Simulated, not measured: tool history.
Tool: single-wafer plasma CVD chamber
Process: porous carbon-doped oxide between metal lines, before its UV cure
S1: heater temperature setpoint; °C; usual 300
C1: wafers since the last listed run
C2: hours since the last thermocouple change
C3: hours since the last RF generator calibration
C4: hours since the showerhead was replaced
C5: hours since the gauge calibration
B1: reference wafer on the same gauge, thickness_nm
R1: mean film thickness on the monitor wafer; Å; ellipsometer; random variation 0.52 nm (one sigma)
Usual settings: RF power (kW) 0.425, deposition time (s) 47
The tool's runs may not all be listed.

{"run": 1, "hour": 0.0, "S1": 300, "RF power (kW)": 0.425, "deposition time (s)": 47, "C1": 0, "C2": 905.8, "C3": 1197.3, "C4": 7742.3, "C5": 414.8, "B1": 236.292, "R1": 2096.19}
{"run": 2, "hour": 16.2, "S1": 300, "RF power (kW)": 0.425, "deposition time (s)": 53.8, "C1": 267, "C2": 922, "C3": 1213.5, "C4": 7758.5, "C5": 431, "B1": 235.882, "R1": 2379.42}
{"run": 3, "hour": 24.5, "S1": 300, "RF power (kW)": 0.425, "deposition time (s)": 47, "C1": 136, "C2": 930.3, "C3": 1221.8, "C4": 7766.8, "C5": 439.3, "B1": 235.917, "R1": 2097.35}
{"run": 4, "hour": 33.3, "S1": 300, "RF power (kW)": 0.425, "deposition time (s)": 47, "C1": 145, "C2": 939.1, "C3": 1230.6, "C4": 7775.6, "C5": 448.1, "B1": 236.115, "R1": 2085.32}
{"run": 5, "hour": 43.0, "S1": 300, "RF power (kW)": 0.425, "deposition time (s)": 47, "C1": 159, "C2": 948.8, "C3": 1240.3, "C4": 7785.3, "C5": 457.8, "B1": 235.827, "R1": 2088.17}
{"hour": 53.6, "done": "gauge calibrated"}
{"run": 6, "hour": 58.1, "S1": 297, "RF power (kW)": 0.425, "deposition time (s)": 47, "C1": 248, "C2": 963.9, "C3": 1255.4, "C4": 7800.4, "C5": 4.5, "B1": 236.243, "R1": 2130.41}
{"hour": 69.1, "done": "thermocouple changed; heater temperature recalibrated"}
{"run": 7, "hour": 74.3, "S1": 297, "RF power (kW)": 0.425, "deposition time (s)": 47, "C1": 135, "C2": 5.2, "C3": 1271.6, "C4": 7816.6, "C5": 20.7, "B1": 235.875, "R1": 2131.2}
{"run": 8, "hour": 84.7, "S1": 300, "RF power (kW)": 0.425, "deposition time (s)": 42.8, "C1": 171, "C2": 15.6, "C3": 1282, "C4": 7827, "C5": 31.1, "B1": 236.12, "R1": 1898.81}
{"run": 9, "hour": 101.8, "S1": 300, "RF power (kW)": 0.425, "deposition time (s)": 47, "C1": 281, "C2": 32.7, "C3": 1299.1, "C4": 7844.1, "C5": 48.2, "B1": 236.065, "R1": 2084.68}
{"run": 10, "hour": 117.0, "S1": 305, "RF power (kW)": 0.425, "deposition time (s)": 47, "C1": 250, "C2": 47.9, "C3": 1314.3, "C4": 7859.3, "C5": 63.4, "B1": 235.869, "R1": 2021.45}
{"hour": 127.4, "done": "RF generator calibrated"}
{"run": 11, "hour": 127.9, "S1": 305, "RF power (kW)": 0.425, "deposition time (s)": 47, "C1": 47, "C2": 58.8, "C3": 0.5, "C4": 7870.2, "C5": 74.3, "B1": 236.177, "R1": 2149.66}
{"run": 12, "hour": 138.5, "S1": 300, "RF power (kW)": 0.46, "deposition time (s)": 54.7, "C1": 174, "C2": 69.4, "C3": 11.1, "C4": 7880.8, "C5": 84.9, "B1": 235.976, "R1": 2737.2}
{"hour": 159.2, "done": "showerhead replaced"}
{"run": 13, "hour": 159.7, "S1": 292, "RF power (kW)": 0.36, "deposition time (s)": 47, "C1": 217, "C2": 90.6, "C3": 32.3, "C4": 0.5, "C5": 106.1, "B1": 236.115, "R1": 2052.95}
{"run": 14, "hour": 190.1, "S1": 300, "RF power (kW)": 0.425, "deposition time (s)": 44.4, "C1": 501, "C2": 121, "C3": 62.7, "C4": 30.9, "C5": 136.5, "B1": 235.956, "R1": 2083.63}
{"run": 15, "hour": 201.0, "S1": 311, "RF power (kW)": 0.365, "deposition time (s)": 42, "C1": 179, "C2": 131.9, "C3": 73.6, "C4": 41.8, "C5": 147.4, "B1": 235.9, "R1": 1629.36}
{"run": 16, "hour": 217.5, "S1": 287, "RF power (kW)": 0.51, "deposition time (s)": 56.2, "C1": 271, "C2": 148.4, "C3": 90.1, "C4": 58.3, "C5": 163.9, "B1": 236.019, "R1": 3259.24}
{"run": 17, "hour": 233.5, "S1": 300, "RF power (kW)": 0.425, "deposition time (s)": 47, "C1": 263, "C2": 164.4, "C3": 106.1, "C4": 74.3, "C5": 179.9, "B1": 235.904, "R1": 2197.42}
{"run": 18, "hour": 246.6, "S1": 294, "RF power (kW)": 0.45, "deposition time (s)": 38.7, "C1": 215, "C2": 177.5, "C3": 119.2, "C4": 87.4, "C5": 193, "B1": 235.968, "R1": 1967.84}
{"run": 19, "hour": 257.0, "S1": 289, "RF power (kW)": 0.38, "deposition time (s)": 47, "C1": 171, "C2": 187.9, "C3": 129.6, "C4": 97.8, "C5": 203.4, "B1": 236.084, "R1": 2155.03}
{"run": 20, "hour": 270.2, "S1": 307, "RF power (kW)": 0.475, "deposition time (s)": 47, "C1": 217, "C2": 201.1, "C3": 142.8, "C4": 111, "C5": 216.6, "B1": 236.009, "R1": 2266.84}
{"run": 21, "hour": 283.7, "S1": 292, "RF power (kW)": 0.49, "deposition time (s)": 54.3, "C1": 222, "C2": 214.6, "C3": 156.3, "C4": 124.5, "C5": 230.1, "B1": 235.888, "R1": 2939.64}
{"run": 22, "hour": 298.4, "S1": 294, "RF power (kW)": 0.45, "deposition time (s)": 38.7, "C1": 242, "C2": 229.3, "C3": 171, "C4": 139.2, "C5": 244.8, "B1": 236.045, "R1": 1958.09}
{"run": 23, "hour": 311.1, "S1": 293, "RF power (kW)": 0.5, "deposition time (s)": 47, "C1": 209, "C2": 242, "C3": 183.7, "C4": 151.9, "C5": 257.5, "B1": 235.889, "R1": 2572.64}
{"run": 24, "hour": 324.8, "S1": 286, "RF power (kW)": 0.48, "deposition time (s)": 54.9, "C1": 225, "C2": 255.7, "C3": 197.4, "C4": 165.6, "C5": 271.2, "B1": 236.11, "R1": 3047.91}
{"run": 25, "hour": 334.7, "S1": 300, "RF power (kW)": 0.465, "deposition time (s)": 47, "C1": 163, "C2": 265.6, "C3": 207.3, "C4": 175.5, "C5": 281.1, "B1": 235.858, "R1": 2319.55}
{"run": 26, "hour": 361.0, "S1": 300, "RF power (kW)": 0.445, "deposition time (s)": 44.5, "C1": 433, "C2": 291.9, "C3": 233.6, "C4": 201.8, "C5": 307.4, "B1": 236.107, "R1": 2122.51}
{"run": 27, "hour": 367.8, "S1": 300, "RF power (kW)": 0.425, "deposition time (s)": 47, "C1": 112, "C2": 298.7, "C3": 240.4, "C4": 208.6, "C5": 314.2, "B1": 235.973, "R1": 2165.54}
{"run": 28, "hour": 385.3, "S1": 306, "RF power (kW)": 0.425, "deposition time (s)": 47, "C1": 288, "C2": 316.2, "C3": 257.9, "C4": 226.1, "C5": 331.7, "B1": 236.039, "R1": 2078.72}
{"run": 29, "hour": 400.0, "S1": 310, "RF power (kW)": 0.425, "deposition time (s)": 47, "C1": 242, "C2": 330.9, "C3": 272.6, "C4": 240.8, "C5": 346.4, "B1": 235.638, "R1": 2018.38}

Forecast run 30:
{"run": 30, "hour": 414.5, "S1": 300, "RF power (kW)": 0.425, "deposition time (s)": 47, "C1": 238, "C2": 345.4, "C3": 287.1, "C4": 255.3, "C5": 360.9, "B1": "?", "R1": "?"}

Run 30 gave B1 235.952, R1 2145.18 Å.
Without the tool's hidden state the same run would have given R1 2222.11 Å.

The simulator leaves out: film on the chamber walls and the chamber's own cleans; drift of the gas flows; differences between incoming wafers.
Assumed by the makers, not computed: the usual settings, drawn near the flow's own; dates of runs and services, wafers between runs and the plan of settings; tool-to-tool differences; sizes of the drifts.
